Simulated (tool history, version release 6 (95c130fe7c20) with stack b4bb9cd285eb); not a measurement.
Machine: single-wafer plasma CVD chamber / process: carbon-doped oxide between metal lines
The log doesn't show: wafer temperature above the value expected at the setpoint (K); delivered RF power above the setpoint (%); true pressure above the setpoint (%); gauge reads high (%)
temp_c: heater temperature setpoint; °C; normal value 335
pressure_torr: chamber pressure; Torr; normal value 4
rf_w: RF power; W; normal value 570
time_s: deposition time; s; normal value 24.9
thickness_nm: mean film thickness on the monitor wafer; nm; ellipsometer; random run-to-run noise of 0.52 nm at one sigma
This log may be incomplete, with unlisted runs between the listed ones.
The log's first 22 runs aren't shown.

run	hour	temp_c	pressure_torr	rf_w	time_s	wafers since the last listed run	hours since the last thermocouple change	hours since the last RF generator calibration	hours since the last manometer calibration	hours since the showerhead was replaced	hours since the gauge calibration	read-back reference wafer on the same gauge, thickness_nm	thickness_nm
23	260.8	335	4	570	24.9	334	177.5	123.3	40.7	189.7	186.3	140.9	133.618
24	272.8	326	4	500	24.9	273	189.5	135.3	52.7	201.7	198.3	141.106	123.694
25	282.8	326	4.46	470	24.9	227	199.5	145.3	62.7	211.7	208.3	140.973	117.077
26	298.7	341	4	570	28.9	362	215.4	161.2	78.6	227.6	224.2	140.896	152.411
27	310.5	335	4	570	24.9	268	227.2	173	90.4	239.4	236	141.008	133.733
28	320.3	335	4	680	24.9	223	237	182.8	100.2	249.2	245.8	140.857	155.697
29	334.1	345	4	570	22.8	314	250.8	196.6	114	263	259.6	141.08	119.133
30	356.3	341	4.41	570	23.5	505	273	218.8	136.2	285.2	281.8	141.101	124.421

Predict each of these 3 candidate next runs independently; none follows another, all start after run 30:
A	356.7	335	4	570	24.9	9	273.4	219.2	136.6	285.6	282.2	?	?
B	356.7	346	3.72	640	24.9	9	273.4	219.2	136.6	285.6	282.2	?	?
C	356.7	323	4	570	27.7	9	273.4	219.2	136.6	285.6	282.2	?	?

run	read-back reference wafer on the same gauge, thickness_nm	thickness_nm
A	140.972	134.441
B	140.972	141.289
C	140.972	156.72
The same runs, with their run-to-run variation unchanged, on a tool lacking any hidden condition would have given:
run	thickness_nm
A	134.441
B	141.289
C	156.72
